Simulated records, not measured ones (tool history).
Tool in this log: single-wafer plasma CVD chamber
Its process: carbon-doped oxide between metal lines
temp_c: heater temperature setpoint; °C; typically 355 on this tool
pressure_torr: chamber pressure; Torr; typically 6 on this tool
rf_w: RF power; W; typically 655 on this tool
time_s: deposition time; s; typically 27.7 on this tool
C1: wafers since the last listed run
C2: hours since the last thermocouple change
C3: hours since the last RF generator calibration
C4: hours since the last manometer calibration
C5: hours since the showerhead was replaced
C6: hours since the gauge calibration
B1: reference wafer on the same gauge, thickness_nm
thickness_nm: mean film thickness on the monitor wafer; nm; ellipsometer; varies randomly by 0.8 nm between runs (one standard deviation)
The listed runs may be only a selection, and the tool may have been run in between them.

Run 1, day 0: usual settings; C1 0; C2 865.6; C3 65.8; C4 1254; C5 3855.3; C6 1123.6; B1 123.086. Result: thickness_nm 150.003 nm.
Run 2, day 2.35: usual settings; C1 789; C2 922; C3 122.2; C4 1310.4; C5 3911.7; C6 1180; B1 123.162. Result: thickness_nm 149.554 nm.
Run 3, day 5.329: usual settings but temp_c 363 °C, time_s 26.5 s; C1 1001; C2 993.5; C3 193.7; C4 1381.9; C5 3983.2; C6 1251.5; B1 123.135. Result: thickness_nm 140.883 nm.
Run 4, day 9.092: usual settings but temp_c 363 °C, time_s 26.5 s; C1 1264; C2 1083.8; C3 284; C4 1472.2; C5 4073.5; C6 1341.8; B1 122.687. Result: thickness_nm 142.003 nm.
Run 5, day 11.796: usual settings; C1 908; C2 1148.7; C3 348.9; C4 1537.1; C5 4138.4; C6 1406.7; B1 122.906. Result: thickness_nm 148.807 nm.
Run 6, day 16.154: usual settings; C1 1464; C2 1253.3; C3 453.5; C4 1641.7; C5 4243; C6 1511.3; B1 122.298. Result: thickness_nm 149.59 nm.
Run 7, day 19.271: usual settings; C1 1047; C2 1328.1; C3 528.3; C4 1716.5; C5 4317.8; C6 1586.1; B1 122.242. Result: thickness_nm 149.457 nm.
Run 8, day 22.629: usual settings but rf_w 595 W, time_s 30.8 s; C1 1128; C2 1408.7; C3 608.9; C4 1797.1; C5 4398.4; C6 1666.7; B1 122.32. Result: thickness_nm 155.898 nm.
Run 9, day 26.175: usual settings; C1 1191; C2 1493.8; C3 694; C4 1882.2; C5 4483.5; C6 1751.8; B1 121.929. Result: thickness_nm 148.178 nm.
Run 10, day 35.583: usual settings; C1 3162; C2 1719.6; C3 919.8; C4 2108; C5 4709.3; C6 1977.6; B1 121.929. Result: thickness_nm 146.953 nm.
Run 11, day 38.471: usual settings; C1 970; C2 1788.9; C3 989.1; C4 2177.3; C5 4778.6; C6 2046.9; B1 121.821. Result: thickness_nm 148.238 nm.
Run 12, day 40.558: usual settings; C1 701; C2 1839; C3 1039.2; C4 2227.4; C5 4828.7; C6 2097; B1 121.807. Result: thickness_nm 147.36 nm.
At day 42.529: RF generator calibrated.
Run 13, day 42.55: usual settings but rf_w 545 W, time_s 23.6 s; C1 557; C2 1886.8; C3 0.5; C4 2275.2; C5 4876.5; C6 2144.8; B1 121.784. Result: thickness_nm 114.474 nm.
Run 14, day 44.258: usual settings but pressure_torr 6.54 Torr, rf_w 540 W, time_s 31.1 s; C1 574; C2 1927.8; C3 41.5; C4 2316.2; C5 4917.5; C6 2185.8; B1 121.569. Result: thickness_nm 152.524 nm.
At day 45.25: showerhead replaced.
Run 15, day 46.046: usual settings but temp_c 347 °C, time_s 22.6 s; C1 488; C2 1970.7; C3 84.4; C4 2359.1; C5 19.1; C6 2228.7; B1 121.372. Result: thickness_nm 123.219 nm.
At day 47.933: capacitance manometer re-zeroed and calibrated.
Run 16, day 49.733: usual settings but temp_c 343 °C, pressure_torr 5.36 Torr; C1 1127; C2 2059.2; C3 172.9; C4 43.2; C5 107.6; C6 2317.2; B1 121.518. Result: thickness_nm 149.926 nm.
Run 17, day 51.312: usual settings; C1 530; C2 2097.1; C3 210.8; C4 81.1; C5 145.5; C6 2355.1; B1 121.789. Result: thickness_nm 148.222 nm.
At day 51.946: thermocouple changed; heater temperature recalibrated.
Run 18, day 54.262: usual settings; C1 879; C2 55.6; C3 281.6; C4 151.9; C5 216.3; C6 2425.9; B1 121.375. Result: thickness_nm 148.744 nm.
Run 19, day 58.117: usual settings but temp_c 360 °C, time_s 31.1 s; C1 1295; C2 148.1; C3 374.1; C4 244.4; C5 308.8; C6 2518.4; B1 121.749. Result: thickness_nm 163.755 nm.
At day 59.404: gauge calibrated.
Run 20, day 62.462: usual settings but temp_c 368 °C, pressure_torr 5.42 Torr, rf_w 690 W, time_s 24 s; C1 1460; C2 252.4; C3 478.4; C4 348.7; C5 413.1; C6 73.4; B1 129.045. Result: thickness_nm 133.891 nm.
Run 21, day 65.204: usual settings; C1 921; C2 318.2; C3 544.2; C4 414.5; C5 478.9; C6 139.2; B1 128.846. Result: thickness_nm 156.926 nm.
Run 22, day 67.083: usual settings but temp_c 366 °C, pressure_torr 6.99 Torr, rf_w 595 W, time_s 23.6 s; C1 631; C2 363.3; C3 589.3; C4 459.6; C5 524; C6 184.3; B1 128.355. Result: thickness_nm 124.833 nm.
Run 23, day 71.029: usual settings but temp_c 368 °C, pressure_torr 6.47 Torr, rf_w 580 W, time_s 23.7 s; C1 1326; C2 458; C3 684; C4 554.3; C5 618.7; C6 279; B1 128.132. Result: thickness_nm 123.216 nm.
Run 24, day 75.083: usual settings but temp_c 342 °C, pressure_torr 5.13 Torr, time_s 32 s; C1 1362; C2 555.3; C3 781.3; C4 651.6; C5 716; C6 376.3; B1 127.158. Result: thickness_nm 180.732 nm.
Run 25, day 76.746: usual settings but temp_c 342 °C, pressure_torr 7.3 Torr, rf_w 580 W, time_s 23.7 s; C1 558; C2 595.2; C3 821.2; C4 691.5; C5 755.9; C6 416.2; B1 127.213. Result: thickness_nm 131.486 nm.
Run 26, day 79.521: usual settings; C1 932; C2 661.8; C3 887.8; C4 758.1; C5 822.5; C6 482.8; B1 126.615. Result: thickness_nm 153.522 nm.
Run 27, day 83.933: usual settings but temp_c 368 °C, rf_w 730 W; C1 1483; C2 767.7; C3 993.7; C4 864; C5 928.4; C6 588.7; B1 126.037. Result: thickness_nm 158.007 nm.

List, for all runs, the conditions of the tool that the log does not record:
wafer temperature above the value expected at the setpoint (K): 0, the same for each run
delivered RF power above the setpoint (%): 0, the same for each run
true pressure above the setpoint (%): 0, the same for each run
H1: gauge reads high (%)
run      H1
  1   -4.44
  2   -4.55
  3   -4.68
  4   -4.83
  5   -4.93
  6   -5.07
  7   -5.17
  8   -5.26
  9   -5.36
 10   -5.56
 11   -5.62
 12   -5.65
 13   -5.69
 14   -5.72
 15   -5.74
 16    -5.8
 17   -5.82
 18   -5.85
 19    -5.9
 20   0.262
 21  -0.123
 22  -0.371
 23  -0.856
 24   -1.31
 25   -1.48
 26   -1.75
 27   -2.14

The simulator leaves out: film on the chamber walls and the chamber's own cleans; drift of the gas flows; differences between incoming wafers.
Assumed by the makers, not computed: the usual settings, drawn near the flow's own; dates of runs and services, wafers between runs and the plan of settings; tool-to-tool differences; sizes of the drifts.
